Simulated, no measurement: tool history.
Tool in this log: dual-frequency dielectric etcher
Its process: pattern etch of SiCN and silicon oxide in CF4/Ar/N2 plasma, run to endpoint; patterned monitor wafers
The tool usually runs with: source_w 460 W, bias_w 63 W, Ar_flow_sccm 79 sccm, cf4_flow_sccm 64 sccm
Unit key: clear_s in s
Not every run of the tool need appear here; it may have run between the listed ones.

run	hour	source_w	bias_w	Ar_flow_sccm	cf4_flow_sccm	wafers since the last listed run	hours since the last wet clean	hours since the last source power generator calibration	hours since the last bias power generator calibration	hours since the last Ar flow controller change	hours since the last CF4 flow controller change	hours since the last upper electrode change	incoming incoming film thickness, nm	clear_s
1	0	460	58	79	64	0	308.1	1296.4	1277.9	1471.9	4278.5	5520.2	15.35	17.9
2	188.4	480	63	79	52	2207	496.5	1484.8	1466.3	1660.3	4466.9	5708.6	15.24	17.1
3	221	480	63	79	52	382	529.1	1517.4	1498.9	1692.9	4499.5	5741.2	15.12	16.9
# hour 249.2: wet clean of the chamber
4	264.4	460	63	79	64	227	15.2	1560.8	1542.3	1736.3	4542.9	5784.6	15.18	17.6
5	302.7	460	63	79	64	448	53.5	1599.1	1580.6	1774.6	4581.2	5822.9	15.12	17.5
6	354.2	420	63	79	64	603	105	1650.6	1632.1	1826.1	4632.7	5874.4	15.24	18.6
7	390.8	420	63	79	64	428	141.6	1687.2	1668.7	1862.7	4669.3	5911	15.16	18.3
# hour 399.5: bias power generator calibrated
# hour 421.8: Ar flow controller replaced
8	422.3	460	68	79	64	251	173.1	1718.7	22.8	0.5	4700.8	5942.5	15.21	17.3
9	446.9	460	68	79	64	288	197.7	1743.3	47.4	25.1	4725.4	5967.1	15.19	17.1
# hour 457.3: CF4 flow controller replaced
# hour 493.1: upper electrode replaced, of another model than before
10	516.7	460	68	79	64	466	267.5	1813.1	117.2	94.9	59.4	23.6	15.28	17.2
11	546.5	460	53	79	64	349	297.3	1842.9	147	124.7	89.2	53.4	15.15	18
12	589	460	63	79	64	498	339.8	1885.4	189.5	167.2	131.7	95.9	15.22	17.2
13	654.8	500	72	79	77	771	405.6	1951.2	255.3	233	197.5	161.7	15.12	15.4
14	692.8	500	57	60	64	445	443.6	1989.2	293.3	271	235.5	199.7	15.13	16.1
# hour 723.3: source power generator calibrated
15	736.9	460	63	79	64	469	487.7	13.6	337.4	315.1	279.6	243.8	15.11	16.9
# hour 782.2: wet clean of the chamber
16	782.7	460	57	73	72	255	0.5	59.4	383.2	360.9	325.4	289.6	15.15	17.6
17	797.2	530	51	71	54	169	15	73.9	397.7	375.4	339.9	304.1	15.16	16.5
18	841	350	63	79	74	513	58.8	117.7	441.5	419.2	383.7	347.9	15.18	20.8
19	889.8	460	63	79	64	571	107.6	166.5	490.3	468	432.5	396.7	15.18	17.3
20	935.1	460	57	91	69	530	152.9	211.8	535.6	513.3	477.8	442	15.39	18.3
21	991.7	560	63	79	53	663	209.5	268.4	592.2	569.9	534.4	498.6	15.24	15.1
22	1060.6	460	63	79	64	807	278.4	337.3	661.1	638.8	603.3	567.5	15.09	17.3

4 ways to go on from here, each from the tool as it stands after run 22. What would each give?
A	1061	460	63	71	64	4	278.8	337.7	661.5	639.2	603.7	567.9	15.22	?
B	1061	560	50	79	64	4	278.8	337.7	661.5	639.2	603.7	567.9	15.22	?
C	1061	460	63	70	55	4	278.8	337.7	661.5	639.2	603.7	567.9	15.22	?
D	1061	460	63	66	64	4	278.8	337.7	661.5	639.2	603.7	567.9	15.22	?

run	clear_s
A	17.1
B	16
C	17.3
D	16.9
Without the tool's hidden state the same runs would have given:
run	clear_s
A	17.5
B	16.3
C	17.7
D	17.3

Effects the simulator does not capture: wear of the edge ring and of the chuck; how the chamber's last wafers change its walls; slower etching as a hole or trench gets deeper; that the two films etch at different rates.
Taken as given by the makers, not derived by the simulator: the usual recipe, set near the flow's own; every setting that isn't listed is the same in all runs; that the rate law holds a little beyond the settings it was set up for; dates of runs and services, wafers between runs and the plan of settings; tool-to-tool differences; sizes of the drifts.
